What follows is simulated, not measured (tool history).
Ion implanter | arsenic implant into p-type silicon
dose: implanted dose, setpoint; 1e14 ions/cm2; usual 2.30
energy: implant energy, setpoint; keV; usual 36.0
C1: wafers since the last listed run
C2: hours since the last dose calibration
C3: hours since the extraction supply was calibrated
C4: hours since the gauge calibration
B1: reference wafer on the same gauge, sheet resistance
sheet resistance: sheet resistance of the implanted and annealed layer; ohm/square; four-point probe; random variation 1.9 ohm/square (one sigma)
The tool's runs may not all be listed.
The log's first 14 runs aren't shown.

Run 15, hour 916.8: usual settings but dose 2.57 1e14 ions/cm2; C1 704; C2 1024.9; C3 2400.3; C4 230.7; B1 363.91. Result: sheet resistance 320.79 ohm/square.
Run 16, hour 968.4: usual settings but dose 2.57 1e14 ions/cm2; C1 1029; C2 1076.5; C3 2451.9; C4 282.3; B1 364.69. Result: sheet resistance 324.06 ohm/square.
Run 17, hour 1004.6: usual settings but dose 2.10 1e14 ions/cm2, energy 46.5 keV; C1 722; C2 1112.7; C3 2488.1; C4 318.5; B1 365.25. Result: sheet resistance 359.25 ohm/square.
Run 18, hour 1066.7: usual settings but dose 2.01 1e14 ions/cm2; C1 1238; C2 1174.8; C3 2550.2; C4 380.6; B1 364.50. Result: sheet resistance 390.65 ohm/square.
Run 19, hour 1123.3: usual settings; C1 1129; C2 1231.4; C3 2606.8; C4 437.2; B1 365.61. Result: sheet resistance 349.68 ohm/square.
Run 20, hour 1169.4: usual settings but energy 42.0 keV; C1 919; C2 1277.5; C3 2652.9; C4 483.3; B1 365.29. Result: sheet resistance 345.16 ohm/square.
At hour 1229.8: extraction supply calibrated.
Run 21, hour 1230.3: usual settings but energy 42.0 keV; C1 1055; C2 1338.4; C3 0.5; C4 544.2; B1 364.60. Result: sheet resistance 343.56 ohm/square.
Run 22, hour 1251.6: usual settings but dose 1.97 1e14 ions/cm2, energy 27.5 keV; C1 424; C2 1359.7; C3 21.8; C4 565.5; B1 364.10. Result: sheet resistance 408.45 ohm/square.
Run 23, hour 1298.5: usual settings but energy 45.0 keV; C1 935; C2 1406.6; C3 68.7; C4 612.4; B1 365.28. Result: sheet resistance 340.21 ohm/square.
At hour 1313.0: Faraday cup replaced and dose calibrated.
Run 24, hour 1364.9: usual settings; C1 1164; C2 51.9; C3 135.1; C4 678.8; B1 364.54. Result: sheet resistance 342.07 ohm/square.
Run 25, hour 1580.8: usual settings but dose 2.90 1e14 ions/cm2; C1 4306; C2 267.8; C3 351.0; C4 894.7; B1 366.05. Result: sheet resistance 287.39 ohm/square.
Run 26, hour 1629.0: usual settings; C1 961; C2 316.0; C3 399.2; C4 942.9; B1 365.25. Result: sheet resistance 344.14 ohm/square.
Run 27, hour 1668.3: usual settings but dose 1.69 1e14 ions/cm2, energy 46.0 keV; C1 783; C2 355.3; C3 438.5; C4 982.2; B1 364.44. Result: sheet resistance 408.71 ohm/square.
Run 28, hour 1726.5: usual settings; C1 1160; C2 413.5; C3 496.7; C4 1040.4; B1 364.35. Result: sheet resistance 344.81 ohm/square.
Run 29, hour 1758.8: usual settings; C1 644; C2 445.8; C3 529.0; C4 1072.7; B1 365.06. Result: sheet resistance 343.29 ohm/square.
Run 30, hour 1808.9: usual settings but dose 2.82 1e14 ions/cm2, energy 31.0 keV; C1 999; C2 495.9; C3 579.1; C4 1122.8; B1 365.03. Result: sheet resistance 301.75 ohm/square.
Run 31, hour 1848.7: usual settings but dose 2.04 1e14 ions/cm2, energy 45.5 keV; C1 793; C2 535.7; C3 618.9; C4 1162.6; B1 365.22. Result: sheet resistance 364.62 ohm/square.
Run 32, hour 1913.6: usual settings but dose 2.69 1e14 ions/cm2, energy 43.0 keV; C1 1294; C2 600.6; C3 683.8; C4 1227.5; B1 364.78. Result: sheet resistance 299.90 ohm/square.

Forecast each of these 5 alternatives for the next run:
Run A, hour 1914.0: usual settings; C1 7; C2 601.0; C3 684.2; C4 1227.9; B1 ?. Result: sheet resistance ?.
Run B, hour 1914.0: usual settings but dose 2.48 1e14 ions/cm2, energy 47.0 keV; C1 7; C2 601.0; C3 684.2; C4 1227.9; B1 ?. Result: sheet resistance ?.
Run C, hour 1914.0: usual settings but dose 2.52 1e14 ions/cm2; C1 7; C2 601.0; C3 684.2; C4 1227.9; B1 ?. Result: sheet resistance ?.
Run D, hour 1914.0: usual settings but dose 2.71 1e14 ions/cm2, energy 26.5 keV; C1 7; C2 601.0; C3 684.2; C4 1227.9; B1 ?. Result: sheet resistance ?.
Run E, hour 1914.0: usual settings but dose 1.97 1e14 ions/cm2, energy 23.5 keV; C1 7; C2 601.0; C3 684.2; C4 1227.9; B1 ?. Result: sheet resistance ?.

run      B1  sheet resistance
  A  365.50            342.30
  B  365.50            311.08
  C  365.50            320.11
  D  365.50            317.03
  E  365.50            408.72
Without the tool's hidden state the same runs would have given:
run  sheet resistance
  A            338.20
  B            307.38
  C            316.24
  D            313.15
  E            403.77
